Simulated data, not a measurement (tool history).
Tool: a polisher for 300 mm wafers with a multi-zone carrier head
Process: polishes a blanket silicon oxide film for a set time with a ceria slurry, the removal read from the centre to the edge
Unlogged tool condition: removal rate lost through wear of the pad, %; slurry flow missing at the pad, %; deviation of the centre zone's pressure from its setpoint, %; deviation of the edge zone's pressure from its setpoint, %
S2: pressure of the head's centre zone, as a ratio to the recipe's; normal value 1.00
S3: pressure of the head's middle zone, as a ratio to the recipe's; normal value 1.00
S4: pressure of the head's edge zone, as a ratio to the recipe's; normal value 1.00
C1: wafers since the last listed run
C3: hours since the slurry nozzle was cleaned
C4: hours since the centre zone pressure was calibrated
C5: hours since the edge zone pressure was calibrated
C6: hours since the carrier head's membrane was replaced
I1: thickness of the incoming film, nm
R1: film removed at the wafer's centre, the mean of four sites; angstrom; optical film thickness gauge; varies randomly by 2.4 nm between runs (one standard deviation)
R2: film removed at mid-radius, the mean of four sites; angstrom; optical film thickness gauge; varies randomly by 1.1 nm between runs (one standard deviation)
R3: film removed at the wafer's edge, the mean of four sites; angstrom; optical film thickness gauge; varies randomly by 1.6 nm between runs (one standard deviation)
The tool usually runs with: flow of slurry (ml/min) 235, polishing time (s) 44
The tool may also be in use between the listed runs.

run 1 day=0.000 | flow_of_slurry_(ml/min)=235 S2=1.00 S3=1.06 S4=0.96 polishing_time_(s)=44 | C1=0 wafers_polished_on_this_pad=5938 C3=433.6 C4=668.1 C5=441.6 C6=228.6 | I1=1368.1 | R1=1570 R2=1580 R3=1501
-- day=0.988 worn pad replaced by a new one
run 2 day=1.171 | flow_of_slurry_(ml/min)=235 S2=1.00 S3=1.00 S4=0.92 polishing_time_(s)=44 | C1=321 wafers_polished_on_this_pad=59 C3=461.7 C4=696.2 C5=469.7 C6=256.7 | I1=1350.4 | R1=1658 R2=1665 R3=1633
run 3 day=2.667 | flow_of_slurry_(ml/min)=235 S2=1.00 S3=1.00 S4=1.00 polishing_time_(s)=35 | C1=479 wafers_polished_on_this_pad=538 C3=497.6 C4=732.1 C5=505.6 C6=292.6 | I1=1356.1 | R1=1354 R2=1325 R3=1328
run 4 day=4.062 | flow_of_slurry_(ml/min)=190 S2=1.00 S3=1.04 S4=0.93 polishing_time_(s)=44 | C1=447 wafers_polished_on_this_pad=985 C3=531.1 C4=765.6 C5=539.1 C6=326.1 | I1=1376.8 | R1=1571 R2=1647 R3=1596
run 5 day=6.367 | flow_of_slurry_(ml/min)=175 S2=1.00 S3=0.89 S4=1.00 polishing_time_(s)=44 | C1=738 wafers_polished_on_this_pad=1723 C3=586.4 C4=820.9 C5=594.4 C6=381.4 | I1=1358.9 | R1=1564 R2=1440 R3=1621
-- day=10.217 centre zone pressure recalibrated
-- day=11.392 slurry nozzle cleaned
run 6 day=12.942 | flow_of_slurry_(ml/min)=285 S2=1.06 S3=1.00 S4=1.00 polishing_time_(s)=50 | C1=2066 wafers_polished_on_this_pad=3789 C3=37.2 C4=65.4 C5=752.2 C6=539.2 | I1=1386.9 | R1=1889 R2=1864 R3=1876
run 7 day=15.875 | flow_of_slurry_(ml/min)=235 S2=1.00 S3=1.00 S4=1.00 polishing_time_(s)=44 | C1=939 wafers_polished_on_this_pad=4729 C3=107.6 C4=135.8 C5=822.6 C6=609.6 | I1=1362.9 | R1=1561 R2=1575 R3=1582
-- day=17.062 edge zone pressure recalibrated
run 8 day=17.950 | flow_of_slurry_(ml/min)=195 S2=1.00 S3=0.95 S4=1.11 polishing_time_(s)=53 | C1=638 wafers_polished_on_this_pad=5367 C3=157.4 C4=185.6 C5=21.3 C6=659.4 | I1=1364.2 | R1=1805 R2=1712 R3=1905
-- day=19.879 worn pad replaced by a new one
run 9 day=20.100 | flow_of_slurry_(ml/min)=235 S2=1.00 S3=1.00 S4=1.00 polishing_time_(s)=44 | C1=635 wafers_polished_on_this_pad=70 C3=209.0 C4=237.2 C5=72.9 C6=711.0 | I1=1375.9 | R1=1679 R2=1651 R3=1708
run 10 day=21.800 | flow_of_slurry_(ml/min)=235 S2=1.00 S3=1.00 S4=1.00 polishing_time_(s)=44 | C1=544 wafers_polished_on_this_pad=614 C3=249.8 C4=278.0 C5=113.7 C6=751.8 | I1=1388.9 | R1=1633 R2=1659 R3=1682
run 11 day=28.946 | flow_of_slurry_(ml/min)=235 S2=1.00 S3=1.00 S4=1.00 polishing_time_(s)=44 | C1=2289 wafers_polished_on_this_pad=2903 C3=421.3 C4=449.5 C5=285.2 C6=923.3 | I1=1388.0 | R1=1647 R2=1609 R3=1647
run 12 day=30.129 | flow_of_slurry_(ml/min)=235 S2=1.00 S3=1.00 S4=1.10 polishing_time_(s)=49 | C1=379 wafers_polished_on_this_pad=3282 C3=449.7 C4=477.9 C5=313.6 C6=951.7 | I1=1385.6 | R1=1772 R2=1784 R3=1869
run 13 day=32.521 | flow_of_slurry_(ml/min)=210 S2=1.00 S3=1.00 S4=0.96 polishing_time_(s)=31 | C1=766 wafers_polished_on_this_pad=4049 C3=507.1 C4=535.3 C5=371.0 C6=1009.1 | I1=1370.3 | R1=1105 R2=1091 R3=1086
run 14 day=35.167 | flow_of_slurry_(ml/min)=280 S2=1.03 S3=0.88 S4=0.89 polishing_time_(s)=44 | C1=847 wafers_polished_on_this_pad=4896 C3=570.6 C4=598.8 C5=434.5 C6=1072.6 | I1=1375.4 | R1=1586 R2=1419 R3=1520
-- day=37.579 worn pad replaced by a new one
run 15 day=37.788 | flow_of_slurry_(ml/min)=295 S2=1.00 S3=1.00 S4=1.00 polishing_time_(s)=30 | C1=786 wafers_polished_on_this_pad=67 C3=633.5 C4=661.7 C5=497.4 C6=1135.5 | I1=1350.5 | R1=1191 R2=1159 R3=1153
-- day=38.758 slurry nozzle cleaned
run 16 day=40.446 | flow_of_slurry_(ml/min)=310 S2=1.06 S3=1.00 S4=1.00 polishing_time_(s)=44 | C1=838 wafers_polished_on_this_pad=905 C3=40.5 C4=725.5 C5=561.2 C6=1199.3 | I1=1362.9 | R1=1804 R2=1702 R3=1714
run 17 day=42.667 | flow_of_slurry_(ml/min)=235 S2=1.12 S3=1.00 S4=1.00 polishing_time_(s)=44 | C1=711 wafers_polished_on_this_pad=1616 C3=93.8 C4=778.8 C5=614.5 C6=1252.6 | I1=1383.7 | R1=1764 R2=1649 R3=1696
run 18 day=43.671 | flow_of_slurry_(ml/min)=235 S2=1.03 S3=1.00 S4=0.93 polishing_time_(s)=35 | C1=321 wafers_polished_on_this_pad=1938 C3=117.9 C4=802.9 C5=638.6 C6=1276.7 | I1=1378.6 | R1=1385 R2=1301 R3=1301
run 19 day=46.329 | flow_of_slurry_(ml/min)=235 S2=1.00 S3=1.00 S4=1.00 polishing_time_(s)=44 | C1=851 wafers_polished_on_this_pad=2790 C3=181.7 C4=866.7 C5=702.4 C6=1340.5 | I1=1383.1 | R1=1628 R2=1618 R3=1670
-- day=48.112 centre zone pressure recalibrated
run 20 day=48.454 | flow_of_slurry_(ml/min)=235 S2=1.00 S3=1.00 S4=1.00 polishing_time_(s)=30 | C1=654 wafers_polished_on_this_pad=3444 C3=232.7 C4=8.2 C5=753.4 C6=1391.5 | I1=1351.4 | R1=1091 R2=1090 R3=1113
-- day=49.567 edge zone pressure recalibrated
run 21 day=51.075 | flow_of_slurry_(ml/min)=235 S2=1.08 S3=1.08 S4=1.00 polishing_time_(s)=44 | C1=812 wafers_polished_on_this_pad=4256 C3=295.6 C4=71.1 C5=36.2 C6=1454.4 | I1=1381.3 | R1=1672 R2=1677 R3=1569

What the log doesn't show, run by run:
slurry flow missing at the pad, %: 0 across all the runs
deviation of the centre zone's pressure from its setpoint, %: 0 across all the runs
deviation of the edge zone's pressure from its setpoint, %: 0 across all the runs
H1: removal rate lost through wear of the pad, %
run=1 H1=9.85
run=2 H1=0.882
run=3 H1=0.958
run=4 H1=1.14
run=5 H1=1.67
run=6 H1=4.78
run=7 H1=6.92
run=8 H1=8.73
run=9 H1=0.98
run=10 H1=1.08
run=11 H1=3.22
run=12 H1=3.84
run=13 H1=5.33
run=14 H1=7.35
run=15 H1=0.861
run=16 H1=1.08
run=17 H1=1.57
run=18 H1=1.87
run=19 H1=2.95
run=20 H1=4.08
run=21 H1=5.83
